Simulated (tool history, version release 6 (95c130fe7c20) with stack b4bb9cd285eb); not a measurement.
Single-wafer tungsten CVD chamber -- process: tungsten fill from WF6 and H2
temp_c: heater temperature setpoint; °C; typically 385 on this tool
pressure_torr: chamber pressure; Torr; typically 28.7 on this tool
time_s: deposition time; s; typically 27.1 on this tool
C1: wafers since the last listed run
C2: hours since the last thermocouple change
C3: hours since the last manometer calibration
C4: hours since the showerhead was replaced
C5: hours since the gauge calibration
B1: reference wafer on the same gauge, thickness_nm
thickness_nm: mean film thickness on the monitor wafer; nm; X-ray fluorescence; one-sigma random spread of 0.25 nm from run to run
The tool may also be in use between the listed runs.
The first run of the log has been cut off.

run 2 hour=33.8 | temp_c=385 pressure_torr=28.7 time_s=24.3 | C1=1021 C2=714.1 C3=447.1 C4=4652.2 C5=326.4 | B1=52.419 | thickness_nm=51.548
run 3 hour=51.2 | temp_c=385 pressure_torr=28.7 time_s=24.3 | C1=525 C2=731.5 C3=464.5 C4=4669.6 C5=343.8 | B1=52.391 | thickness_nm=51.887
run 4 hour=67.2 | temp_c=385 pressure_torr=28.7 time_s=27.1 | C1=483 C2=747.5 C3=480.5 C4=4685.6 C5=359.8 | B1=52.423 | thickness_nm=57.88
run 5 hour=88.6 | temp_c=385 pressure_torr=28.7 time_s=23.8 | C1=646 C2=768.9 C3=501.9 C4=4707 C5=381.2 | B1=52.408 | thickness_nm=50.628
-- hour=101.7 gauge calibrated
run 6 hour=125.2 | temp_c=385 pressure_torr=28.7 time_s=23.8 | C1=1106 C2=805.5 C3=538.5 C4=4743.6 C5=23.5 | B1=52.426 | thickness_nm=50.76
run 7 hour=140.2 | temp_c=385 pressure_torr=28.7 time_s=23.8 | C1=453 C2=820.5 C3=553.5 C4=4758.6 C5=38.5 | B1=52.355 | thickness_nm=50.313
run 8 hour=167.3 | temp_c=391 pressure_torr=28.7 time_s=27.1 | C1=819 C2=847.6 C3=580.6 C4=4785.7 C5=65.6 | B1=52.406 | thickness_nm=65.89
run 9 hour=192.3 | temp_c=382 pressure_torr=28.7 time_s=31.2 | C1=755 C2=872.6 C3=605.6 C4=4810.7 C5=90.6 | B1=52.355 | thickness_nm=62.043
run 10 hour=204.7 | temp_c=382 pressure_torr=28.7 time_s=31.2 | C1=374 C2=885 C3=618 C4=4823.1 C5=103 | B1=52.385 | thickness_nm=62.174
run 11 hour=227.6 | temp_c=385 pressure_torr=28.7 time_s=27.1 | C1=692 C2=907.9 C3=640.9 C4=4846 C5=125.9 | B1=52.44 | thickness_nm=57.487
-- hour=255 thermocouple changed; heater temperature recalibrated
run 12 hour=255.5 | temp_c=395 pressure_torr=34.3 time_s=27.1 | C1=601 C2=0.5 C3=668.8 C4=4873.9 C5=153.8 | B1=52.388 | thickness_nm=93.829
run 13 hour=286.9 | temp_c=395 pressure_torr=34.3 time_s=27.1 | C1=948 C2=31.9 C3=700.2 C4=4905.3 C5=185.2 | B1=52.418 | thickness_nm=94.223
run 14 hour=318 | temp_c=395 pressure_torr=34.3 time_s=27.1 | C1=939 C2=63 C3=731.3 C4=4936.4 C5=216.3 | B1=52.414 | thickness_nm=93.292
run 15 hour=337.2 | temp_c=385 pressure_torr=28.7 time_s=27.1 | C1=580 C2=82.2 C3=750.5 C4=4955.6 C5=235.5 | B1=52.421 | thickness_nm=68.092
run 16 hour=359.3 | temp_c=385 pressure_torr=28.7 time_s=27.1 | C1=667 C2=104.3 C3=772.6 C4=4977.7 C5=257.6 | B1=52.413 | thickness_nm=68.117
run 17 hour=384.9 | temp_c=395 pressure_torr=21.6 time_s=25.7 | C1=773 C2=129.9 C3=798.2 C4=5003.3 C5=283.2 | B1=52.364 | thickness_nm=68.107

Run 18, settings as shown, results not yet in. Your forecast:
run 18 hour=402.9 | temp_c=379 pressure_torr=22.8 time_s=27.1 | C1=543 C2=147.9 C3=816.2 C4=5021.3 C5=301.2 | B1=? | thickness_nm=?

B1: 52.402
thickness_nm: 51.954 nm
With the hidden condition absent and the run-to-run variation left alone, this run would have shown thickness_nm 47.328 nm.

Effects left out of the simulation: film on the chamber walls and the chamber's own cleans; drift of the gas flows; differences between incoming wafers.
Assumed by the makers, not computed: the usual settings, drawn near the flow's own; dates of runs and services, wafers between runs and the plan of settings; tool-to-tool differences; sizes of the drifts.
